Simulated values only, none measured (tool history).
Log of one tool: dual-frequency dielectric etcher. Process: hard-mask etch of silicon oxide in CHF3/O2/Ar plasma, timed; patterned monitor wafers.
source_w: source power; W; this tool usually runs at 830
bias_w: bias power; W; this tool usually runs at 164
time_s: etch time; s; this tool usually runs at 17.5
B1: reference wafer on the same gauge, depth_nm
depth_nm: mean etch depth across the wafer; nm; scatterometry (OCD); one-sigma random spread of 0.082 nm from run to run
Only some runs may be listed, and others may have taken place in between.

{"run": 1, "hour": 0.0, "source_w": 830, "bias_w": 164, "time_s": 17.5, "B1": 31.59, "depth_nm": 37.86}
{"hour": 7.0, "done": "wet clean of the chamber"}
{"run": 2, "hour": 68.3, "source_w": 770, "bias_w": 164, "time_s": 17.5, "B1": 31.61, "depth_nm": 36.25}
{"run": 3, "hour": 221.9, "source_w": 770, "bias_w": 164, "time_s": 17.5, "B1": 31.61, "depth_nm": 36.46}
{"run": 4, "hour": 288.8, "source_w": 830, "bias_w": 164, "time_s": 17.5, "B1": 31.59, "depth_nm": 37.58}
{"run": 5, "hour": 330.0, "source_w": 830, "bias_w": 164, "time_s": 17.5, "B1": 31.61, "depth_nm": 37.84}
{"run": 6, "hour": 362.6, "source_w": 830, "bias_w": 164, "time_s": 17.5, "B1": 31.61, "depth_nm": 37.89}
{"hour": 415.6, "done": "gauge calibrated"}
{"run": 7, "hour": 426.3, "source_w": 830, "bias_w": 164, "time_s": 19.5, "B1": 31.61, "depth_nm": 42.18}
{"run": 8, "hour": 483.8, "source_w": 830, "bias_w": 164, "time_s": 17.5, "B1": 31.6, "depth_nm": 38.04}
{"run": 9, "hour": 527.4, "source_w": 830, "bias_w": 164, "time_s": 17.5, "B1": 31.59, "depth_nm": 37.89}
{"hour": 580.5, "done": "wet clean of the chamber"}
{"run": 10, "hour": 582.0, "source_w": 830, "bias_w": 164, "time_s": 17.5, "B1": 31.61, "depth_nm": 37.51}
{"hour": 605.2, "done": "bias power generator calibrated"}
{"hour": 614.0, "done": "upper electrode replaced"}
{"run": 11, "hour": 619.2, "source_w": 760, "bias_w": 175, "time_s": 15.5, "B1": 31.61, "depth_nm": 32.5}
{"run": 12, "hour": 674.0, "source_w": 1040, "bias_w": 180, "time_s": 17.5, "B1": 31.59, "depth_nm": 42.6}
{"run": 13, "hour": 726.9, "source_w": 830, "bias_w": 164, "time_s": 17.5, "B1": 31.61, "depth_nm": 37.72}
{"hour": 783.1, "done": "source power generator calibrated"}
{"run": 14, "hour": 840.5, "source_w": 700, "bias_w": 164, "time_s": 14.5, "B1": 31.6, "depth_nm": 28.42}
{"run": 15, "hour": 864.6, "source_w": 830, "bias_w": 164, "time_s": 17.5, "B1": 31.6, "depth_nm": 37.14}
{"run": 16, "hour": 915.6, "source_w": 640, "bias_w": 127, "time_s": 15, "B1": 31.62, "depth_nm": 26.7}
{"run": 17, "hour": 962.1, "source_w": 950, "bias_w": 202, "time_s": 15, "B1": 31.59, "depth_nm": 35.79}
{"run": 18, "hour": 1021.3, "source_w": 830, "bias_w": 205, "time_s": 14.5, "B1": 31.6, "depth_nm": 32.87}
{"hour": 1056.1, "done": "wet clean of the chamber"}
{"run": 19, "hour": 1091.3, "source_w": 650, "bias_w": 142, "time_s": 22.5, "B1": 31.6, "depth_nm": 41.2}
{"run": 20, "hour": 1128.1, "source_w": 830, "bias_w": 130, "time_s": 17.5, "B1": 31.61, "depth_nm": 35.03}
{"run": 21, "hour": 1168.8, "source_w": 630, "bias_w": 164, "time_s": 17.5, "B1": 31.6, "depth_nm": 32.81}

Selected run-to-run steps in depth_nm, each split into two signed amounts: the part the tool would show with no hidden state at all (from settings, incoming material and random variation), and the remainder, which goes to the hidden state together with any gauge scatter not common to the measured and the hidden-state-free results:
The tool's hidden condition here consists of: etch rate over this chamber's usual, %; source power that arrives over what is set, %; bias power that arrives over what is set, %; gauge reads high (%).
Run 9 -> 10: wet clean of the chamber. depth_nm -0.38 nm: hidden state -0.52, all else +0.14.
Run 11 -> 12: source_w 760 -> 1040, bias_w 175 -> 180, time_s 15.5 -> 17.5. depth_nm +10.1 nm: hidden state +0.28, all else +9.82.
Run 13 -> 14: source_w 830 -> 700, time_s 17.5 -> 14.5, source power generator calibrated. depth_nm -9.3 nm: hidden state -0.65, all else -8.65.
Run 15 -> 16: source_w 830 -> 640, bias_w 164 -> 127, time_s 17.5 -> 15. depth_nm -10.44 nm: hidden state -0.04, all else -10.4.

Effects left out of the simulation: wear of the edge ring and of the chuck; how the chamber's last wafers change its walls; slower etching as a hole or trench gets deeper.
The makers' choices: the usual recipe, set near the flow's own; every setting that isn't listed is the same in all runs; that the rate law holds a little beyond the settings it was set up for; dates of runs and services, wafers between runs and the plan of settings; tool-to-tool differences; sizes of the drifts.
